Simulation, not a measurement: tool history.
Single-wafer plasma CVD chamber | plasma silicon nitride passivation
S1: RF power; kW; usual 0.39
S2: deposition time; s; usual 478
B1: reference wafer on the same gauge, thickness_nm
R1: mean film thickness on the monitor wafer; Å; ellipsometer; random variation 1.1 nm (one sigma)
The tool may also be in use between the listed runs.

run 1 hour=0 | S1=0.39 S2=478 | B1=887.333 | R1=7437.56
-- hour=1.4 gauge calibrated
run 2 hour=14.9 | S1=0.39 S2=478 | B1=887.97 | R1=7444.03
run 3 hour=26.6 | S1=0.39 S2=478 | B1=888.231 | R1=7446.23
run 4 hour=39.9 | S1=0.39 S2=478 | B1=887.71 | R1=7429.8
run 5 hour=51.7 | S1=0.39 S2=478 | B1=887.65 | R1=7457.06
-- hour=73.9 RF generator calibrated
run 6 hour=74.4 | S1=0.345 S2=478 | B1=888.211 | R1=7279.37
run 7 hour=75.8 | S1=0.345 S2=478 | B1=887.805 | R1=7276.76
run 8 hour=87.8 | S1=0.39 S2=435 | B1=888.038 | R1=6774.75
run 9 hour=101.8 | S1=0.42 S2=555 | B1=887.768 | R1=8772.55
-- hour=108.7 gauge calibrated
run 10 hour=115.7 | S1=0.365 S2=421 | B1=888.181 | R1=6493.65
run 11 hour=133 | S1=0.415 S2=478 | B1=888.197 | R1=7497.23
run 12 hour=145.4 | S1=0.31 S2=406 | B1=887.331 | R1=6098.8
-- hour=160.8 showerhead replaced
run 13 hour=161.3 | S1=0.39 S2=478 | B1=888.226 | R1=7437.34
run 14 hour=176.5 | S1=0.315 S2=392 | B1=887.995 | R1=5904.58

Forecast run 15:
run 15 hour=184.2 | S1=0.39 S2=395 | B1=? | R1=?

Run 15 gave B1 887.961, R1 6155.37 Å.
Without the tool's hidden state the same run would have given R1 6155.37 Å.
